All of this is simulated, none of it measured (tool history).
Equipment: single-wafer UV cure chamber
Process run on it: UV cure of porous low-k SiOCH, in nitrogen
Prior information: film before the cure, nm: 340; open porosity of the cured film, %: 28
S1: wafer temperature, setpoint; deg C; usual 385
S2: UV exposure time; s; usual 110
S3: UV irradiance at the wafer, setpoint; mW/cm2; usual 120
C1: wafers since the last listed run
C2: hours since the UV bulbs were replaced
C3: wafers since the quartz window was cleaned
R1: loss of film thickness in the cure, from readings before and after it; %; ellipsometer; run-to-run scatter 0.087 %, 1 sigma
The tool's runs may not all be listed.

| run | day | S1 | S2 | S3 | C1 | C2 | C3 | R1 |
|---|---|---|---|---|---|---|---|---|
| 1 | 0.000 | 385 | 110 | 120 | 0 | 1914.6 | 1739 | 8.531 |
| 2 | 1.262 | 385 | 110 | 120 | 174 | 1944.9 | 1913 | 8.510 |
| 3 | 2.346 | 385 | 110 | 130 | 149 | 1970.9 | 2062 | 8.808 |
| 4 | 2.946 | 385 | 110 | 130 | 82 | 1985.3 | 2145 | 8.823 |
| 5 | 4.504 | 385 | 110 | 130 | 214 | 2022.7 | 2360 | 8.710 |
|  | 5.792 | UV bulbs replaced |
| 6 | 5.992 | 385 | 110 | 120 | 159 | 4.8 | 2519 | 10.303 |
| 7 | 6.504 | 385 | 110 | 120 | 70 | 17.1 | 2589 | 10.075 |
| 8 | 7.225 | 385 | 110 | 120 | 99 | 34.4 | 2689 | 10.090 |
| 9 | 8.475 | 385 | 110 | 120 | 172 | 64.4 | 2861 | 9.790 |
| 10 | 8.992 | 385 | 165 | 142 | 71 | 76.8 | 2932 | 12.742 |
| 11 | 10.392 | 373 | 55 | 120 | 192 | 110.4 | 3125 | 6.294 |
| 12 | 11.329 | 385 | 110 | 120 | 129 | 132.9 | 3254 | 9.499 |
| 13 | 11.979 | 397 | 160 | 133 | 89 | 148.5 | 3344 | 12.101 |
|  | 12.788 | quartz window cleaned |
| 14 | 13.000 | 369 | 110 | 105 | 94 | 173.0 | 29 | 9.347 |
| 15 | 14.496 | 390 | 75 | 146 | 206 | 208.9 | 235 | 9.422 |
| 16 | 15.042 | 385 | 110 | 120 | 75 | 222.0 | 310 | 10.205 |
| 17 | 15.758 | 369 | 110 | 84 | 98 | 239.2 | 409 | 8.138 |
| 18 | 16.592 | 385 | 110 | 98 | 114 | 259.2 | 524 | 9.114 |

Forecast each of these 4 alternatives for the next run:
| A | 16.612 | 385 | 110 | 120 | 2 | 259.7 | 527 | ? |
| B | 16.612 | 368 | 130 | 120 | 2 | 259.7 | 527 | ? |
| C | 16.612 | 404 | 175 | 95 | 2 | 259.7 | 527 | ? |
| D | 16.612 | 385 | 110 | 131 | 2 | 259.7 | 527 | ? |

| run | R1 |
|---|---|
| A | 10.075 |
| B | 10.551 |
| C | 11.584 |
| D | 10.505 |
Without the tool's hidden state the same runs would have given:
| run | R1 |
|---|---|
| A | 10.903 |
| B | 11.385 |
| C | 12.432 |
| D | 11.339 |
